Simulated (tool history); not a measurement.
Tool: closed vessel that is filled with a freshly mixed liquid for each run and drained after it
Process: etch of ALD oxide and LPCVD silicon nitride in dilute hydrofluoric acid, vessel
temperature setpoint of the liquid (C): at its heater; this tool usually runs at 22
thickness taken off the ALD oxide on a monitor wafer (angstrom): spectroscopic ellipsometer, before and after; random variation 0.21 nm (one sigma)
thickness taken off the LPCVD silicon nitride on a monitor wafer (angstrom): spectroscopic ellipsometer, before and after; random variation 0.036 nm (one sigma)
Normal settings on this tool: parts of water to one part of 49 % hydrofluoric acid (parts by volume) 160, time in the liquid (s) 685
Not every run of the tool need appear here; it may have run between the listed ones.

| run | day | temperature setpoint of the liquid (C) | parts of water to one part of 49 % hydrofluoric acid (parts by volume) | time in the liquid (s) | wafers since the last listed run | hours since the thermometer was replaced | hours since the hydrofluoric acid flow meter was replaced | hours since the gauge calibration | read-back film thickness of the ALD oxide reference wafer, read on the same gauge (nm) | read-back film thickness of the LPCVD silicon nitride reference wafer, read on the same gauge (nm) | thickness taken off the ALD oxide on a monitor wafer (angstrom) | thickness taken off the LPCVD silicon nitride on a monitor wafer (angstrom) |
|---|---|---|---|---|---|---|---|---|---|---|---|---|
| 1 | 0 | 22 | 160 | 685 | 0 | 306.5 | 592.6 | 230.1 | 69.92 | 29.956 | 423.1 | 17.38 |
| 2 | 1.55 | 22 | 160 | 685 | 3388 | 343.7 | 629.8 | 267.3 | 69.86 | 29.925 | 422.8 | 17.08 |
| 3 | 2.938 | 22 | 160 | 685 | 3033 | 377 | 663.1 | 300.6 | 69.86 | 29.94 | 422.8 | 17.82 |
| 4 | 5.833 | 22 | 160 | 685 | 6330 | 446.5 | 732.6 | 370.1 | 69.74 | 29.863 | 426 | 17.21 |
| 5 | 8.804 | 22 | 160 | 685 | 6494 | 517.8 | 803.9 | 441.4 | 69.62 | 29.855 | 421.7 | 16.95 |
| 6 | 10.562 | 22 | 140 | 685 | 3843 | 560 | 846.1 | 483.6 | 69.59 | 29.771 | 494.7 | 19.64 |
| 7 | 14.067 | 22 | 140 | 685 | 7659 | 644.1 | 930.2 | 567.7 | 69.42 | 29.752 | 490.8 | 19.29 |
| 8 | 17.067 | 22 | 140 | 685 | 6557 | 716.1 | 1002.2 | 639.7 | 69.24 | 29.648 | 492.2 | 19.15 |
|  | 17.742 | thermometer replaced |
|  | 17.821 | hydrofluoric acid flow meter replaced |
| 9 | 18.158 | 25.5 | 160 | 360 | 2204 | 10 | 8.1 | 665.9 | 69.18 | 29.616 | 250.5 | 11.34 |
| 10 | 20.762 | 25.5 | 160 | 360 | 5692 | 72.5 | 70.6 | 728.4 | 68.96 | 29.595 | 252.1 | 11.41 |
| 11 | 22.475 | 22 | 120 | 685 | 3743 | 113.6 | 111.7 | 769.5 | 68.88 | 29.531 | 583.8 | 22.61 |
| 12 | 24.108 | 22 | 120 | 685 | 3570 | 152.8 | 150.9 | 808.7 | 68.73 | 29.45 | 586.6 | 22.28 |
|  | 25.896 | gauge calibrated |
| 13 | 26.446 | 26 | 205 | 525 | 5109 | 208.9 | 207 | 13.2 | 69.76 | 29.908 | 279.9 | 14.05 |
| 14 | 29.258 | 19.5 | 190 | 840 | 6148 | 276.4 | 274.5 | 80.7 | 69.72 | 29.85 | 382.2 | 15.01 |
| 15 | 30.454 | 22 | 160 | 470 | 2614 | 305.1 | 303.2 | 109.4 | 69.67 | 29.903 | 288.8 | 11.64 |
| 16 | 33.125 | 22 | 160 | 685 | 5838 | 369.2 | 367.3 | 173.5 | 69.67 | 29.867 | 425.6 | 17.65 |
| 17 | 35.158 | 22 | 160 | 685 | 4444 | 418 | 416.1 | 222.3 | 69.63 | 29.845 | 422.5 | 17.87 |
| 18 | 37.262 | 22 | 160 | 685 | 4599 | 468.5 | 466.6 | 272.8 | 69.57 | 29.836 | 422.2 | 16.96 |
| 19 | 43.729 | 22 | 205 | 470 | 14135 | 623.7 | 621.8 | 428 | 69.38 | 29.696 | 214.6 | 9.23 |
| 20 | 45.729 | 24.5 | 235 | 1005 | 4371 | 671.7 | 669.8 | 476 | 69.24 | 29.698 | 425.1 | 20.51 |
|  | 45.8 | thermometer replaced |
| 21 | 46.842 | 19 | 160 | 685 | 2340 | 25 | 696.5 | 502.7 | 69.21 | 29.668 | 372.8 | 14.05 |
| 22 | 49.267 | 25 | 160 | 1080 | 5300 | 83.2 | 754.7 | 560.9 | 69.13 | 29.584 | 737.8 | 32.3 |
| 23 | 50.896 | 22 | 140 | 685 | 3561 | 122.3 | 793.8 | 600 | 69.02 | 29.565 | 485.4 | 19.46 |
| 24 | 53.096 | 22 | 225 | 685 | 4809 | 175.1 | 846.6 | 652.8 | 68.9 | 29.522 | 275.1 | 12.11 |
| 25 | 54.254 | 18.5 | 230 | 685 | 2532 | 202.9 | 874.4 | 680.6 | 68.82 | 29.537 | 236.6 | 9.34 |

Here are 5 independent what-if runs from the current tool condition. What would each one return?
| A | 54.288 | 22 | 160 | 685 | 72 | 203.7 | 875.2 | 681.4 | ? | ? | ? | ? |
| B | 54.288 | 22 | 110 | 950 | 72 | 203.7 | 875.2 | 681.4 | ? | ? | ? | ? |
| C | 54.288 | 20 | 230 | 415 | 72 | 203.7 | 875.2 | 681.4 | ? | ? | ? | ? |
| D | 54.288 | 18 | 160 | 1050 | 72 | 203.7 | 875.2 | 681.4 | ? | ? | ? | ? |
| E | 54.288 | 26 | 160 | 1055 | 72 | 203.7 | 875.2 | 681.4 | ? | ? | ? | ? |

| run | read-back film thickness of the ALD oxide reference wafer, read on the same gauge (nm) | read-back film thickness of the LPCVD silicon nitride reference wafer, read on the same gauge (nm) | thickness taken off the ALD oxide on a monitor wafer (angstrom) | thickness taken off the LPCVD silicon nitride on a monitor wafer (angstrom) |
|---|---|---|---|---|
| A | 68.79 | 29.509 | 417.9 | 16.86 |
| B | 68.79 | 29.509 | 891.4 | 33.79 |
| C | 68.79 | 29.509 | 152 | 6.29 |
| D | 68.79 | 29.509 | 546.9 | 19.81 |
| E | 68.79 | 29.509 | 749.3 | 33.58 |
Take away the tool's hidden state, keep each run's random variation, and the runs would have read:
| run | thickness taken off the ALD oxide on a monitor wafer (angstrom) | thickness taken off the LPCVD silicon nitride on a monitor wafer (angstrom) |
|---|---|---|
| A | 425.2 | 17.15 |
| B | 906.8 | 34.37 |
| C | 154.6 | 6.4 |
| D | 556.3 | 20.15 |
| E | 762.2 | 34.16 |
